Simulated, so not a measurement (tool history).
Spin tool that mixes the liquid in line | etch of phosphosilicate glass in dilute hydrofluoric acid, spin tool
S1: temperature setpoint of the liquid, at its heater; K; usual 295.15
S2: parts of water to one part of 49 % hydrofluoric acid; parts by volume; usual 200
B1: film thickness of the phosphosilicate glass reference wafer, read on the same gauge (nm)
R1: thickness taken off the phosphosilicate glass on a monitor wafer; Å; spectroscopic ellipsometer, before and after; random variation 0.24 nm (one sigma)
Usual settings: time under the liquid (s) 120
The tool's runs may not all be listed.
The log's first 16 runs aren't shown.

{"run": 17, "day": 19.471, "S1": 295.15, "S2": 200, "time under the liquid (s)": 120, "B1": 39.96, "R1": 350.7}
{"run": 18, "day": 20.083, "S1": 290.15, "S2": 105, "time under the liquid (s)": 60, "B1": 40, "R1": 304.4}
{"run": 19, "day": 21.35, "S1": 295.15, "S2": 200, "time under the liquid (s)": 155, "B1": 39.99, "R1": 449.9}
{"run": 20, "day": 22.817, "S1": 295.15, "S2": 200, "time under the liquid (s)": 155, "B1": 40, "R1": 451.8}
{"run": 21, "day": 23.583, "S1": 295.15, "S2": 135, "time under the liquid (s)": 75, "B1": 40.04, "R1": 346.8}
{"day": 24.417, "done": "gauge calibrated"}
{"run": 22, "day": 25.054, "S1": 295.15, "S2": 200, "time under the liquid (s)": 120, "B1": 39.97, "R1": 353.6}
{"run": 23, "day": 26.258, "S1": 295.15, "S2": 200, "time under the liquid (s)": 75, "B1": 39.97, "R1": 221}
{"run": 24, "day": 27.375, "S1": 299.15, "S2": 200, "time under the liquid (s)": 55, "B1": 40.01, "R1": 184.9}
{"run": 25, "day": 28.75, "S1": 296.65, "S2": 200, "time under the liquid (s)": 75, "B1": 39.98, "R1": 231.1}
{"run": 26, "day": 30.121, "S1": 296.65, "S2": 250, "time under the liquid (s)": 165, "B1": 40.03, "R1": 387.5}
{"run": 27, "day": 31.608, "S1": 295.15, "S2": 155, "time under the liquid (s)": 180, "B1": 40.01, "R1": 712.1}
{"run": 28, "day": 32.479, "S1": 295.15, "S2": 200, "time under the liquid (s)": 155, "B1": 40, "R1": 451.2}
{"run": 29, "day": 33.267, "S1": 298.65, "S2": 125, "time under the liquid (s)": 50, "B1": 40.01, "R1": 290.4}
{"run": 30, "day": 34.588, "S1": 300.15, "S2": 200, "time under the liquid (s)": 120, "B1": 39.99, "R1": 427.7}
{"run": 31, "day": 35.896, "S1": 292.65, "S2": 145, "time under the liquid (s)": 120, "B1": 40.05, "R1": 466.7}
{"run": 32, "day": 36.833, "S1": 297.65, "S2": 200, "time under the liquid (s)": 120, "B1": 39.98, "R1": 391.7}

4 ways to go on from here, each from the tool as it stands after run 32. What would each give?
{"run": "A", "day": 36.85, "S1": 295.15, "S2": 275, "time under the liquid (s)": 120, "B1": "?", "R1": "?"}
{"run": "B", "day": 36.85, "S1": 291.15, "S2": 230, "time under the liquid (s)": 120, "B1": "?", "R1": "?"}
{"run": "C", "day": 36.85, "S1": 293.65, "S2": 200, "time under the liquid (s)": 120, "B1": "?", "R1": "?"}
{"run": "D", "day": 36.85, "S1": 292.65, "S2": 255, "time under the liquid (s)": 140, "B1": "?", "R1": "?"}

run=A B1=39.99 R1=237.1
run=B B1=39.99 R1=255
run=C B1=39.99 R1=332.2
run=D B1=39.99 R1=277.5
Without the tool's hidden state the same runs would have given:
run=A R1=230.8
run=B R1=247.7
run=C R1=322.8
run=D R1=269.8
